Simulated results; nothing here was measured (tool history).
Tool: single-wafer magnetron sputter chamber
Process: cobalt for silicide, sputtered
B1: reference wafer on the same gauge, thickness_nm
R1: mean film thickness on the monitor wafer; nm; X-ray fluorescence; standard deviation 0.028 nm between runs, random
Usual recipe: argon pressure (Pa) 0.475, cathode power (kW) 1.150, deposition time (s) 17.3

Run 1, day 0.000: usual settings but cathode power (kW) 1.300; B1 10.235. Result: R1 9.844 nm.
Run 2, day 0.671: usual settings but argon pressure (Pa) 0.542, deposition time (s) 19.3; B1 10.245. Result: R1 9.523 nm.
At day 1.400: sputter target and shields replaced.
Run 3, day 1.846: usual settings but cathode power (kW) 1.050, deposition time (s) 18.3; B1 10.238. Result: R1 8.696 nm.
Run 4, day 3.308: usual settings but cathode power (kW) 1.050, deposition time (s) 18.3; B1 10.229. Result: R1 8.596 nm.
Run 5, day 4.325: usual settings; B1 10.236. Result: R1 8.810 nm.
Run 6, day 5.525: usual settings; B1 10.238. Result: R1 8.742 nm.
Run 7, day 6.112: usual settings; B1 10.238. Result: R1 8.787 nm.
Run 8, day 7.383: usual settings; B1 10.241. Result: R1 8.727 nm.
Run 9, day 7.938: usual settings; B1 10.243. Result: R1 8.768 nm.
At day 8.471: gauge calibrated.
Run 10, day 8.579: usual settings; B1 10.236. Result: R1 8.708 nm.
Run 11, day 9.196: usual settings but cathode power (kW) 0.950; B1 10.241. Result: R1 7.203 nm.
Run 12, day 9.712: usual settings but cathode power (kW) 0.950; B1 10.239. Result: R1 7.226 nm.
At day 10.708: sputter target and shields replaced.
Run 13, day 10.812: usual settings but cathode power (kW) 0.950; B1 10.236. Result: R1 7.407 nm.
Run 14, day 12.117: usual settings but deposition time (s) 19.0; B1 10.239. Result: R1 9.736 nm.
At day 12.650: capacitance manometer re-zeroed and calibrated.
Run 15, day 12.729: usual settings; B1 10.239. Result: R1 8.772 nm.
Run 16, day 14.071: usual settings; B1 10.229. Result: R1 8.699 nm.
Run 17, day 15.133: usual settings but argon pressure (Pa) 0.334, cathode power (kW) 1.250; B1 10.240. Result: R1 9.893 nm.
At day 16.629: magnet pack replaced.
Run 18, day 16.650: usual settings but argon pressure (Pa) 0.328, cathode power (kW) 1.400, deposition time (s) 19.4; B1 10.235. Result: R1 12.343 nm.
Run 19, day 17.458: usual settings but cathode power (kW) 0.900; B1 10.249. Result: R1 6.782 nm.
Run 20, day 18.079: usual settings but argon pressure (Pa) 0.411, cathode power (kW) 0.950, deposition time (s) 16.3; B1 10.244. Result: R1 6.868 nm.
Run 21, day 19.354: usual settings but argon pressure (Pa) 0.300, cathode power (kW) 1.350; B1 10.232. Result: R1 10.722 nm.
At day 19.821: sputter target and shields replaced.
Run 22, day 20.008: usual settings; B1 10.238. Result: R1 9.033 nm.
Run 23, day 21.021: usual settings but argon pressure (Pa) 0.575, cathode power (kW) 1.300, deposition time (s) 15.1; B1 10.239. Result: R1 8.532 nm.
Run 24, day 21.846: usual settings; B1 10.235. Result: R1 8.814 nm.
Run 25, day 22.612: usual settings but argon pressure (Pa) 0.345, cathode power (kW) 1.250, deposition time (s) 19.9; B1 10.251. Result: R1 11.418 nm.
Run 26, day 23.579: usual settings; B1 10.241. Result: R1 8.756 nm.
Run 27, day 24.329: usual settings but argon pressure (Pa) 0.587, cathode power (kW) 1.350, deposition time (s) 19.4; B1 10.247. Result: R1 11.068 nm.
Run 28, day 24.879: usual settings; B1 10.239. Result: R1 8.725 nm.

What if the next run were any one of these 5? Each begins from the tool's condition after run 28:
Run A, day 24.896: usual settings; B1 ?. Result: R1 ?.
Run B, day 24.896: usual settings but cathode power (kW) 1.400, deposition time (s) 18.6; B1 ?. Result: R1 ?.
Run C, day 24.896: usual settings but cathode power (kW) 1.000, deposition time (s) 18.2; B1 ?. Result: R1 ?.
Run D, day 24.896: usual settings but argon pressure (Pa) 0.532, cathode power (kW) 1.050, deposition time (s) 18.7; B1 ?. Result: R1 ?.
Run E, day 24.896: usual settings but argon pressure (Pa) 0.656; B1 ?. Result: R1 ?.

run      B1      R1
  A  10.244   8.704
  B  10.244  11.392
  C  10.244   7.962
  D  10.244   8.438
  E  10.244   8.228
Without the tool's hidden state the same runs would have given:
run      R1
  A   9.051
  B  11.847
  C   8.280
  D   8.775
  E   8.556
